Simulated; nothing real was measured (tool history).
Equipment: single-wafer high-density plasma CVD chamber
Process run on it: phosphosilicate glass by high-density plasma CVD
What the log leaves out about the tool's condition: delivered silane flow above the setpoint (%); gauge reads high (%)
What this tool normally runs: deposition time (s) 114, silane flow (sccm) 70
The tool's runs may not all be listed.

run    hour  deposition time (s)  silane flow (sccm)  wafers since the last listed run  hours since the silane flow controller was replaced  hours since the gauge calibration  read-back reference wafer on the same gauge, thickness_nm  mean film thickness on the monitor wafer (angstrom)
  1     0.0                   96                  70                                 0                                               2224.7                              455.5                                                    872.020                                              6929.48
  2    70.0                  130                  70                               552                                               2294.7                              525.5                                                    871.947                                              9308.71
  3   127.4                   99                  70                               453                                               2352.1                              582.9                                                    872.792                                              7060.75
  4   185.1                  114                  70                               455                                               2409.8                              640.6                                                    871.754                                              8160.71
  5   284.3                  114                  70                               783                                               2509.0                              739.8                                                    872.043                                              8159.74
  6   355.5                  114                  70                               562                                               2580.2                              811.0                                                    872.175                                              8148.86
  7   386.1                  114                  70                               241                                               2610.8                              841.6                                                    872.022                                              8125.15
  8   496.4                  106                  70                               870                                               2721.1                              951.9                                                    871.469                                              7589.99
  9   542.3                  106                  70                               362                                               2767.0                              997.8                                                    871.862                                              7560.51
 10   602.1                  106                  70                               472                                               2826.8                             1057.6                                                    873.134                                              7589.06
      630.1  -- gauge calibrated
 11   655.2                  114                  70                               419                                               2879.9                               25.1                                                    871.099                                              8113.44
 12   706.6                  114                  70                               405                                               2931.3                               76.5                                                    872.381                                              8178.24
 13   744.0                  123                  74                               295                                               2968.7                              113.9                                                    871.116                                              9138.70
 14   789.9                  108                  70                               362                                               3014.6                              159.8                                                    872.551                                              7752.66
      886.8  -- silane flow controller replaced
 15   924.8                   95                  59                              1001                                                 38.0                              294.7                                                    871.926                                              6331.45
 16   994.3                  114                  70                               548                                                107.5                              364.2                                                    871.453                                              8410.72
 17  1029.1                  135                  74                               274                                                142.3                              399.0                                                    872.027                                             10323.16
 18  1058.2                  114                  70                               229                                                171.4                              428.1                                                    870.497                                              8390.41
 19  1085.0                  114                  70                               211                                                198.2                              454.9                                                    872.445                                              8427.96
 20  1124.0                  114                  70                               307                                                237.2                              493.9                                                    872.335                                              8370.44
 21  1169.4                  121                  65                               358                                                282.6                              539.3                                                    872.436                                              8457.82
 22  1204.1                  114                  65                               273                                                317.3                              574.0                                                    872.335                                              7947.08
 23  1247.3                   94                  77                               341                                                360.5                              617.2                                                    872.472                                              7367.32
 24  1309.7                   98                  75                               492                                                422.9                              679.6                                                    871.355                                              7508.97
 25  1368.9                  120                  70                               467                                                482.1                              738.8                                                    871.696                                              8726.16

Selected run-to-run steps in mean film thickness on the monitor wafer (angstrom), each split into two signed amounts: the part the tool would show with no hidden state at all (from settings, incoming material and random variation), and the remainder, which goes to the hidden state together with any gauge scatter not common to the measured and the hidden-state-free results:
Run 1 -> 2: deposition time (s) 96 -> 130. mean film thickness on the monitor wafer (angstrom) +2379.23: hidden state -85.86, all else +2465.09.
Run 2 -> 3: deposition time (s) 130 -> 99. mean film thickness on the monitor wafer (angstrom) -2247.96: hidden state +77.16, all else -2325.12.
Run 14 -> 15: deposition time (s) 108 -> 95, silane flow (sccm) 70 -> 59, silane flow controller replaced. mean film thickness on the monitor wafer (angstrom) -1421.21: hidden state +289.23, all else -1710.44.
